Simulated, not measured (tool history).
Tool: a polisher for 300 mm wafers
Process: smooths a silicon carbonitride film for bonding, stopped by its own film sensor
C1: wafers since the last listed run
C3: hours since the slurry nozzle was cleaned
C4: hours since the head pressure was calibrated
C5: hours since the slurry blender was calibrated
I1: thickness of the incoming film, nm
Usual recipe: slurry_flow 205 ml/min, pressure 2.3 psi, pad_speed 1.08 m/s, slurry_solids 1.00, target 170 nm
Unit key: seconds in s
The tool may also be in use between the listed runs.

run 1 hour=0.0 | slurry_flow=205 pressure=2.3 pad_speed=1.08 slurry_solids=1.10 target=170 | C1=0 wafers_polished_on_this_pad=1299 C3=596.9 C4=131.9 C5=98.7 | I1=212.3 | seconds=142.3
-- hour=2.5 slurry nozzle cleaned
run 2 hour=98.0 | slurry_flow=205 pressure=2.3 pad_speed=1.08 slurry_solids=1.10 target=170 | C1=497 wafers_polished_on_this_pad=1797 C3=95.5 C4=229.9 C5=196.7 | I1=208.8 | seconds=142.3
-- hour=105.0 worn pad replaced by a new one
run 3 hour=152.8 | slurry_flow=205 pressure=2.3 pad_speed=1.08 slurry_solids=0.85 target=170 | C1=260 wafers_polished_on_this_pad=244 C3=150.3 C4=284.7 C5=251.5 | I1=211.4 | seconds=190.2
run 4 hour=201.4 | slurry_flow=205 pressure=2.3 pad_speed=1.08 slurry_solids=0.85 target=170 | C1=249 wafers_polished_on_this_pad=494 C3=198.9 C4=333.3 C5=300.1 | I1=209.1 | seconds=181.8
-- hour=220.0 slurry blender recalibrated
run 5 hour=288.0 | slurry_flow=205 pressure=2.3 pad_speed=1.08 slurry_solids=0.85 target=170 | C1=433 wafers_polished_on_this_pad=928 C3=285.5 C4=419.9 C5=68.0 | I1=206.7 | seconds=150.4
run 6 hour=332.1 | slurry_flow=235 pressure=2.3 pad_speed=0.94 slurry_solids=1.00 target=170 | C1=226 wafers_polished_on_this_pad=1154 C3=329.6 C4=464.0 C5=112.1 | I1=209.9 | seconds=163.6
-- hour=382.7 worn pad replaced by a new one
run 7 hour=420.7 | slurry_flow=235 pressure=2.3 pad_speed=0.94 slurry_solids=1.00 target=170 | C1=433 wafers_polished_on_this_pad=194 C3=418.2 C4=552.6 C5=200.7 | I1=213.9 | seconds=185.9
-- hour=491.8 slurry nozzle cleaned
-- hour=558.1 slurry blender recalibrated
run 8 hour=573.5 | slurry_flow=235 pressure=2.3 pad_speed=0.94 slurry_solids=1.00 target=170 | C1=768 wafers_polished_on_this_pad=963 C3=81.7 C4=705.4 C5=15.4 | I1=209.9 | seconds=203.3
run 9 hour=637.5 | slurry_flow=205 pressure=2.3 pad_speed=1.26 slurry_solids=1.00 target=176 | C1=328 wafers_polished_on_this_pad=1291 C3=145.7 C4=769.4 C5=79.4 | I1=212.2 | seconds=152.7
run 10 hour=675.4 | slurry_flow=205 pressure=2.3 pad_speed=1.26 slurry_solids=1.00 target=176 | C1=194 wafers_polished_on_this_pad=1485 C3=183.6 C4=807.3 C5=117.3 | I1=210.1 | seconds=151.2
-- hour=741.0 worn pad replaced by a new one
run 11 hour=761.0 | slurry_flow=205 pressure=2.3 pad_speed=0.86 slurry_solids=1.00 target=179 | C1=418 wafers_polished_on_this_pad=102 C3=269.2 C4=892.9 C5=202.9 | I1=209.7 | seconds=201.7
-- hour=936.5 slurry blender recalibrated, repeated, since the last time left the tool worse
-- hour=988.9 head pressure recalibrated
run 12 hour=1000.1 | slurry_flow=205 pressure=1.8 pad_speed=1.08 slurry_solids=1.00 target=170 | C1=1205 wafers_polished_on_this_pad=1308 C3=508.3 C4=11.2 C5=63.6 | I1=210.5 | seconds=182.3
-- hour=1026.9 slurry nozzle cleaned
run 13 hour=1086.6 | slurry_flow=170 pressure=1.6 pad_speed=1.08 slurry_solids=0.80 target=161 | C1=438 wafers_polished_on_this_pad=1747 C3=59.7 C4=97.7 C5=150.1 | I1=210.7 | seconds=316.9
-- hour=1098.7 worn pad replaced by a new one
run 14 hour=1128.5 | slurry_flow=205 pressure=2.3 pad_speed=1.08 slurry_solids=1.00 target=170 | C1=194 wafers_polished_on_this_pad=152 C3=101.6 C4=139.6 C5=192.0 | I1=209.9 | seconds=156.0
run 15 hour=1219.5 | slurry_flow=275 pressure=1.5 pad_speed=0.78 slurry_solids=1.25 target=170 | C1=466 wafers_polished_on_this_pad=619 C3=192.6 C4=230.6 C5=283.0 | I1=210.7 | seconds=252.6
run 16 hour=1281.7 | slurry_flow=205 pressure=2.3 pad_speed=1.08 slurry_solids=1.00 target=170 | C1=319 wafers_polished_on_this_pad=938 C3=254.8 C4=292.8 C5=345.2 | I1=208.4 | seconds=156.6
-- hour=1287.1 slurry blender recalibrated
run 17 hour=1321.7 | slurry_flow=205 pressure=2.3 pad_speed=1.08 slurry_solids=1.00 target=170 | C1=194 wafers_polished_on_this_pad=1133 C3=294.8 C4=332.8 C5=34.6 | I1=206.9 | seconds=135.2
run 18 hour=1383.2 | slurry_flow=205 pressure=2.3 pad_speed=0.90 slurry_solids=0.85 target=160 | C1=315 wafers_polished_on_this_pad=1449 C3=356.3 C4=394.3 C5=96.1 | I1=209.3 | seconds=235.9
run 19 hour=1434.3 | slurry_flow=205 pressure=2.3 pad_speed=1.08 slurry_solids=1.00 target=170 | C1=262 wafers_polished_on_this_pad=1711 C3=407.4 C4=445.4 C5=147.2 | I1=208.0 | seconds=145.5
-- hour=1451.8 worn pad replaced by a new one
run 20 hour=1485.9 | slurry_flow=250 pressure=2.3 pad_speed=1.40 slurry_solids=1.00 target=170 | C1=244 wafers_polished_on_this_pad=175 C3=459.0 C4=497.0 C5=198.8 | I1=212.1 | seconds=133.5
run 21 hour=1539.0 | slurry_flow=270 pressure=2.3 pad_speed=1.08 slurry_solids=1.00 target=175 | C1=272 wafers_polished_on_this_pad=447 C3=512.1 C4=550.1 C5=251.9 | I1=207.6 | seconds=128.5
-- hour=1566.8 slurry blender recalibrated
-- hour=1579.4 slurry nozzle cleaned
run 22 hour=1597.2 | slurry_flow=265 pressure=2.3 pad_speed=1.08 slurry_solids=1.00 target=170 | C1=283 wafers_polished_on_this_pad=730 C3=17.8 C4=608.3 C5=30.4 | I1=212.6 | seconds=155.5

Predict each of these 5 candidate next runs independently; none follows another, all start after run 22:
run A hour=1597.7 | slurry_flow=165 pressure=2.3 pad_speed=1.08 slurry_solids=1.00 target=170 | C1=2 wafers_polished_on_this_pad=733 C3=18.3 C4=608.8 C5=30.9 | I1=212.8 | seconds=?
run B hour=1597.7 | slurry_flow=245 pressure=1.9 pad_speed=1.08 slurry_solids=1.00 target=163 | C1=2 wafers_polished_on_this_pad=733 C3=18.3 C4=608.8 C5=30.9 | I1=212.8 | seconds=?
run C hour=1597.7 | slurry_flow=165 pressure=1.7 pad_speed=1.44 slurry_solids=1.25 target=170 | C1=2 wafers_polished_on_this_pad=733 C3=18.3 C4=608.8 C5=30.9 | I1=212.8 | seconds=?
run D hour=1597.7 | slurry_flow=260 pressure=2.3 pad_speed=1.08 slurry_solids=1.25 target=166 | C1=2 wafers_polished_on_this_pad=733 C3=18.3 C4=608.8 C5=30.9 | I1=212.8 | seconds=?
run E hour=1597.7 | slurry_flow=185 pressure=2.3 pad_speed=1.08 slurry_solids=1.20 target=170 | C1=2 wafers_polished_on_this_pad=733 C3=18.3 C4=608.8 C5=30.9 | I1=212.8 | seconds=?

run=A seconds=157.7
run=B seconds=204.7
run=C seconds=142.6
run=D seconds=141.3
run=E seconds=138.1
Without the tool's unlogged condition, the same runs would have read:
run=A seconds=153.0
run=B seconds=198.6
run=C seconds=139.0
run=D seconds=137.7
run=E seconds=134.6

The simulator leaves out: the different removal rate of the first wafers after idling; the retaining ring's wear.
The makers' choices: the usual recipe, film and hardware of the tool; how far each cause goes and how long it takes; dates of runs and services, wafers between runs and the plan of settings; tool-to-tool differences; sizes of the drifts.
